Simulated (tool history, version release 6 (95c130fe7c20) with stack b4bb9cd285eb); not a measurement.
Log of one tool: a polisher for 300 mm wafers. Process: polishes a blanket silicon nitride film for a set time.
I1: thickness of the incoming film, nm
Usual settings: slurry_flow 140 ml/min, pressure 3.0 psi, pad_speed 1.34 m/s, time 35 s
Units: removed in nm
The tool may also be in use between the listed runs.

Run 1, hour 0.0: usual settings but time 41 s; I1 445.1. Result: removed 62.8 nm.
Run 2, hour 27.2: usual settings; I1 435.3. Result: removed 52.0 nm.
Run 3, hour 52.4: usual settings but pad_speed 1.04 m/s; I1 438.4. Result: removed 43.8 nm.
Run 4, hour 121.5: usual settings; I1 437.3. Result: removed 52.2 nm.
Run 5, hour 227.6: usual settings; I1 441.6. Result: removed 53.9 nm.
Run 6, hour 272.0: usual settings; I1 436.8. Result: removed 54.0 nm.
Run 7, hour 319.5: usual settings; I1 443.6. Result: removed 54.3 nm.
Run 8, hour 375.1: usual settings; I1 444.2. Result: removed 53.7 nm.
Run 9, hour 441.1: usual settings; I1 449.7. Result: removed 54.9 nm.
Run 10, hour 498.3: usual settings; I1 431.8. Result: removed 52.7 nm.
Run 11, hour 555.0: usual settings; I1 444.4. Result: removed 53.0 nm.
Run 12, hour 602.6: usual settings but pressure 3.6 psi, pad_speed 1.16 m/s; I1 445.7. Result: removed 62.5 nm.
Run 13, hour 648.2: usual settings but pressure 3.6 psi, pad_speed 1.16 m/s; I1 436.1. Result: removed 63.0 nm.
Run 14, hour 709.6: usual settings but pressure 3.6 psi, pad_speed 1.16 m/s; I1 433.8. Result: removed 60.1 nm.
Run 15, hour 872.5: usual settings but slurry_flow 155 ml/min; I1 445.1. Result: removed 54.2 nm.
Run 16, hour 903.5: usual settings but slurry_flow 155 ml/min; I1 446.9. Result: removed 54.1 nm.
Run 17, hour 973.0: usual settings but time 27 s; I1 439.3. Result: removed 41.6 nm.
Run 18, hour 1011.3: usual settings but pressure 3.3 psi, pad_speed 1.08 m/s, time 41 s; I1 439.3. Result: removed 61.4 nm.
Run 19, hour 1036.0: usual settings; I1 434.2. Result: removed 52.6 nm.
Run 20, hour 1063.8: usual settings; I1 434.7. Result: removed 55.4 nm.
Run 21, hour 1127.8: usual settings but slurry_flow 115 ml/min, pressure 3.7 psi, time 28 s; I1 435.8. Result: removed 52.2 nm.
Run 22, hour 1172.8: usual settings but slurry_flow 105 ml/min, pad_speed 1.66 m/s, time 46 s; I1 434.5. Result: removed 76.7 nm.
Run 23, hour 1211.0: usual settings; I1 436.1. Result: removed 53.9 nm.
Run 24, hour 1282.5: usual settings but pressure 3.4 psi, pad_speed 1.58 m/s; I1 437.8. Result: removed 66.5 nm.
Run 25, hour 1314.4: usual settings but pressure 2.1 psi; I1 436.6. Result: removed 37.7 nm.
Run 26, hour 1383.1: usual settings but slurry_flow 185 ml/min, pad_speed 1.76 m/s; I1 437.4. Result: removed 62.3 nm.
Run 27, hour 1426.7: usual settings but slurry_flow 115 ml/min, pad_speed 1.52 m/s; I1 440.2. Result: removed 56.2 nm.
Run 28, hour 1461.2: usual settings but slurry_flow 190 ml/min, pressure 3.5 psi, pad_speed 1.12 m/s, time 23 s; I1 441.5. Result: removed 40.4 nm.
Run 29, hour 1496.4: usual settings but slurry_flow 115 ml/min, pressure 3.8 psi, pad_speed 1.56 m/s, time 27 s; I1 435.4. Result: removed 56.3 nm.
Run 30, hour 1661.8: usual settings but pressure 3.9 psi; I1 438.5. Result: removed 70.0 nm.
Run 31, hour 1711.5: usual settings but slurry_flow 180 ml/min, pressure 3.8 psi, pad_speed 1.58 m/s; I1 437.6. Result: removed 73.7 nm.
Run 32, hour 1751.4: usual settings but slurry_flow 185 ml/min; I1 444.3. Result: removed 53.7 nm.
Run 33, hour 1808.4: usual settings; I1 437.8. Result: removed 53.4 nm.
Run 34, hour 1848.9: usual settings but time 46 s; I1 439.8. Result: removed 72.5 nm.
Run 35, hour 1914.2: usual settings but time 29 s; I1 434.7. Result: removed 45.7 nm.
Run 36, hour 1946.8: usual settings but slurry_flow 190 ml/min, pressure 3.5 psi, pad_speed 1.12 m/s, time 23 s; I1 437.3. Result: removed 39.8 nm.
Run 37, hour 1976.8: usual settings but time 27 s; I1 443.1. Result: removed 42.4 nm.

Not shown: 11 entries that the log had between the listed runs. Between which runs, and how does the tool's hidden state differ before and after?
Between runs 4 and 5: slurry nozzle cleaned (hour 188.8)
  slurry flow missing at the pad, %: 34.9 -> 9.91
  measured less the result without the state, removed: -3.3 -> -0.7 nm
Between runs 7 and 8: worn pad replaced by a new one, of another model than before (hour 368.4)
  slurry flow missing at the pad, %: 18.7 -> 24
  measured less the result without the state, removed: -1.6 -> -1.4 nm
Between runs 11 and 12: slurry nozzle cleaned (hour 589.9)
  slurry flow missing at the pad, %: 41.3 -> 6.36
  measured less the result without the state, removed: -2.6 -> -0.4 nm
Between runs 14 and 15: worn pad replaced by a new one (hour 754.1); head pressure recalibrated (hour 777.6)
  slurry flow missing at the pad, %: 16.6 -> 32.2
  measured less the result without the state, removed: -1.0 -> -1.9 nm
Between runs 19 and 20: slurry nozzle cleaned (hour 1053.6)
  slurry flow missing at the pad, %: 47.9 -> 5.54
  measured less the result without the state, removed: -3.1 -> -0.3 nm
Between runs 21 and 22: worn pad replaced by a new one (hour 1152.9)
  slurry flow missing at the pad, %: 11.7 -> 16
  measured less the result without the state, removed: -0.6 -> -1.4 nm
Between runs 27 and 28: slurry nozzle cleaned (hour 1451.1)
  slurry flow missing at the pad, %: 40.3 -> 5.29
  measured less the result without the state, removed: -2.9 -> -0.2 nm
Between runs 29 and 30: worn pad replaced by a new one (hour 1613.7)
  slurry flow missing at the pad, %: 8.66 -> 24.5
  measured less the result without the state, removed: -0.5 -> -1.8 nm
Between runs 32 and 33: head pressure recalibrated (hour 1759.3)
  slurry flow missing at the pad, %: 33.1 -> 38.5
  measured less the result without the state, removed: -1.8 -> -2.4 nm
Between runs 33 and 34: slurry nozzle cleaned (hour 1821.8)
  slurry flow missing at the pad, %: 38.5 -> 3.84
  measured less the result without the state, removed: -2.4 -> -0.2 nm

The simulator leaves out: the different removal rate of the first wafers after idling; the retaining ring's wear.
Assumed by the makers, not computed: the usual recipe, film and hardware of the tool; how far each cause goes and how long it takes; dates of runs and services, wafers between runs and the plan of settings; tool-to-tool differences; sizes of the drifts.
